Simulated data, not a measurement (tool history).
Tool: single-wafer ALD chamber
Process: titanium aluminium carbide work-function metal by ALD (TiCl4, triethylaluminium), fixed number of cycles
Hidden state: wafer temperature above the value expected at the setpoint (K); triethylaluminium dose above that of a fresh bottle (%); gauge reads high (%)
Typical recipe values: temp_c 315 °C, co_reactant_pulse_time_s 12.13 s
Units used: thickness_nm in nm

run   hour  temp_c  co_reactant_pulse_time_s  wafers since the last listed run  hours since the last thermocouple change  hours since the last triethylaluminium bottle change  hours since the showerhead was replaced  hours since the gauge calibration  read-back reference wafer on the same gauge, thickness_nm  thickness_nm
  1      0     315                     13.62                                 0                                    1277.9                                                 305.3                                   7673.4                              133.1                                                      2.378          2.25
  2   31.7     323                     12.13                               384                                    1309.6                                                   337                                   7705.1                              164.8                                                       2.38         2.291
  3   50.5     323                     12.13                               228                                    1328.4                                                 355.8                                   7723.9                              183.6                                                      2.379         2.283
  4     67     315                     12.13                               200                                    1344.9                                                 372.3                                   7740.4                              200.1                                                      2.381         2.219
  5   97.3     326                     12.13                               367                                    1375.2                                                 402.6                                   7770.7                              230.4                                                      2.379         2.317
  6  124.5     315                     12.13                               329                                    1402.4                                                 429.8                                   7797.9                              257.6                                                      2.383         2.214
  7  140.2     306                     12.13                               190                                    1418.1                                                 445.5                                   7813.6                              273.3                                                      2.378         2.142
  8  154.6     306                     12.13                               174                                    1432.5                                                 459.9                                     7828                              287.7                                                      2.382         2.137
     179.5  -- showerhead replaced
  9  187.1     315                     12.13                               297                                      1465                                                 492.4                                      7.6                              320.2                                                       2.38         2.202

What does the tool deliver on the next run?
 10  215.5     321                     12.13                               344                                    1493.4                                                 520.8                                       36                              348.6                                                          ?             ?

Run 10 gave read-back reference wafer on the same gauge, thickness_nm 2.382, thickness_nm 2.247 nm.
The same run, on a tool lacking any hidden state, would have yielded thickness_nm 2.305 nm.

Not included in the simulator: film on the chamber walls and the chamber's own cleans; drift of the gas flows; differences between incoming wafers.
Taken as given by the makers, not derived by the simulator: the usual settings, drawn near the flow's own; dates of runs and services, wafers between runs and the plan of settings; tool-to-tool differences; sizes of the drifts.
